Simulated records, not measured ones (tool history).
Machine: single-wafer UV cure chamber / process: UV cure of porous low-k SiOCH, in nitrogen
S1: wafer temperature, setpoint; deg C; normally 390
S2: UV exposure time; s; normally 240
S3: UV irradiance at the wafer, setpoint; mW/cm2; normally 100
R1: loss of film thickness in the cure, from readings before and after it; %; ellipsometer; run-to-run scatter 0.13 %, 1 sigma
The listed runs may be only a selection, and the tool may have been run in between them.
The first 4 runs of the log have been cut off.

run	hour	S1	S2	S3	R1
5	58.6	382	240	100	9.231
6	66.9	390	240	100	9.486
# hour 109.7: quartz window cleaned
7	117.5	390	240	100	10.322
8	130.6	386	240	100	9.988
9	146.6	390	240	100	10.072
10	155.4	390	240	100	10.265
11	168.0	385	240	69	8.268
12	178.5	385	240	69	8.165
13	187.8	385	240	69	8.320
14	197.2	390	240	100	9.779
15	211.4	390	240	100	9.676
16	226.9	390	240	100	9.671
17	239.1	390	240	110	10.185
18	252.9	390	240	110	9.956
19	269.1	390	240	110	10.020
20	281.9	390	240	100	9.504
21	293.5	390	240	100	9.372
22	343.9	390	345	64	8.908
# hour 392.0: quartz window cleaned
23	392.5	390	240	100	10.143
24	396.3	371	240	100	9.845

Run 25 comes next. What will it give?
25	410.5	390	240	100	?

Run 25 came out at R1 10.073 %.
With no hidden state in the tool, this same run would have given R1 12.178 %.

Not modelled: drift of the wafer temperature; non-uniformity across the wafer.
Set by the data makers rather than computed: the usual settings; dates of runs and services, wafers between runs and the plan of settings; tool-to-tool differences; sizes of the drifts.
